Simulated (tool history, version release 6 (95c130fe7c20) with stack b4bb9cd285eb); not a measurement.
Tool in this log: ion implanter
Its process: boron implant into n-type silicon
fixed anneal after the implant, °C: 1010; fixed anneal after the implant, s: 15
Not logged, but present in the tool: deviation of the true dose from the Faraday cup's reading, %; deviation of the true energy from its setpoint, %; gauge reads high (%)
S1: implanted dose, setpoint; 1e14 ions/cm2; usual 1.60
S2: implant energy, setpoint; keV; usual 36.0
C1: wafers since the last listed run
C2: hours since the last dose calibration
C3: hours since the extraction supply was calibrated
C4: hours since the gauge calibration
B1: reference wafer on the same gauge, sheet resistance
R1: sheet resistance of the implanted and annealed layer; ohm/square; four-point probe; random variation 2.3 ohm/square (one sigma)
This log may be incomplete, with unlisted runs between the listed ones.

run     day    S1    S2   C1     C2      C3     C4      B1      R1
  1   0.000  1.94  39.0    0  195.9  4946.5  202.2  503.52  380.78
  2   0.558  1.60  36.0  151  209.3  4959.9  215.6  504.85  446.71
  3   1.271  1.60  42.0  193  226.4  4977.0  232.7  504.71  436.91
  4   1.642  1.60  42.0  100  235.3  4985.9  241.6  505.30  434.97
  5   2.050  1.60  36.0  110  245.1  4995.7  251.4  505.42  444.93
  6   2.688  1.60  36.0  172  260.4  5011.0  266.7  503.37  445.51
  7   2.996  1.60  36.0   83  267.8  5018.4  274.1  503.72  450.00
  8   3.725  1.60  36.0  197  285.3  5035.9  291.6  503.77  443.14
  9   4.417  1.60  36.0  187  301.9  5052.5  308.2  503.46  444.62
 10   5.058  1.60  36.0  173  317.3  5067.9  323.6  504.11  449.44
 11   5.358  1.60  36.0   81  324.5  5075.1  330.8  503.47  446.36
 12   5.808  1.60  36.0  121  335.3  5085.9  341.6  504.59  444.09
 13   6.133  1.60  36.0   88  343.1  5093.7  349.4  503.30  445.14
 14   6.846  1.60  36.0  193  360.2  5110.8  366.5  503.03  440.66
 15   7.321  1.60  36.0  128  371.6  5122.2  377.9  504.26  444.29
 16   7.879  2.01  45.5  151  385.0  5135.6  391.3  503.76  360.02
 17   8.500  1.60  25.0  168  399.9  5150.5  406.2  504.01  463.56
 18   8.954  1.60  36.0  123  410.8  5161.4  417.1  503.43  439.22
 19   9.333  1.74  31.5  102  419.9  5170.5  426.2  504.30  423.47
      9.362  -- gauge calibrated
 20   9.850  1.94  40.5  140  432.3  5182.9   11.7  504.01  377.89
 21  10.533  1.88  24.5  185  448.7  5199.3   28.1  503.93  409.43
 22  10.825  1.85  32.5   79  455.7  5206.3   35.1  504.10  398.94
 23  11.092  1.60  36.0   72  462.1  5212.7   41.5  504.13  440.85
 24  11.425  1.85  45.5   90  470.1  5220.7   49.5  503.10  381.16
 25  11.829  1.85  27.5  109  479.8  5230.4   59.2  504.36  405.70
     12.317  -- Faraday cup replaced and dose calibrated
 26  12.454  1.41  28.0   79    3.3  5245.4   74.2  503.40  518.24
     12.817  -- extraction supply calibrated
 27  12.838  2.01  36.0   13   12.5     0.5   83.4  503.33  382.06
 28  13.279  1.60  36.0  119   23.1    11.1   94.0  503.68  458.22
 29  13.658  1.60  36.0  102   32.2    20.2  103.1  503.86  450.02
 30  14.338  1.46  42.5  184   48.5    36.5  119.4  504.69  474.54
 31  14.875  1.72  28.0  145   61.4    49.4  132.3  503.76  446.72
 32  15.258  1.60  36.0  103   70.6    58.6  141.5  504.62  452.00
 33  15.821  1.30  27.0  152   84.1    72.1  155.0  504.64  551.13
 34  16.125  1.89  46.0   82   91.4    79.4  162.3  503.72  380.40
 35  16.804  1.60  36.0  184  107.7    95.7  178.6  503.83  448.04
 36  17.446  1.60  36.0  173  123.1   111.1  194.0  502.92  453.86
 37  17.817  1.60  36.0  100  132.0   120.0  202.9  503.73  450.20
 38  18.258  1.38  26.5  119  142.6   130.6  213.5  503.45  532.64

Take each entry between the runs: how does the hidden state at the last listed run before it differ from the hidden state at the first listed run after it?
Runs 19 to 20: gauge calibrated (day 9.362)
  deviation of the true dose from the Faraday cup's reading, %: 2.91 -> 3.1
  measured result minus the result with no hidden state, R1: -9.30 -> -8.63 ohm/square
Runs 25 to 26: Faraday cup replaced and dose calibrated (day 12.317)
  deviation of the true dose from the Faraday cup's reading, %: 3.87 -> -1.07
  measured result minus the result with no hidden state, R1: -12.10 -> +4.19 ohm/square
Runs 26 to 27: extraction supply calibrated (day 12.817)
  nothing in the hidden state changes from one run to the other
  measured result minus the result with no hidden state, R1: +4.19 -> +3.08 ohm/square
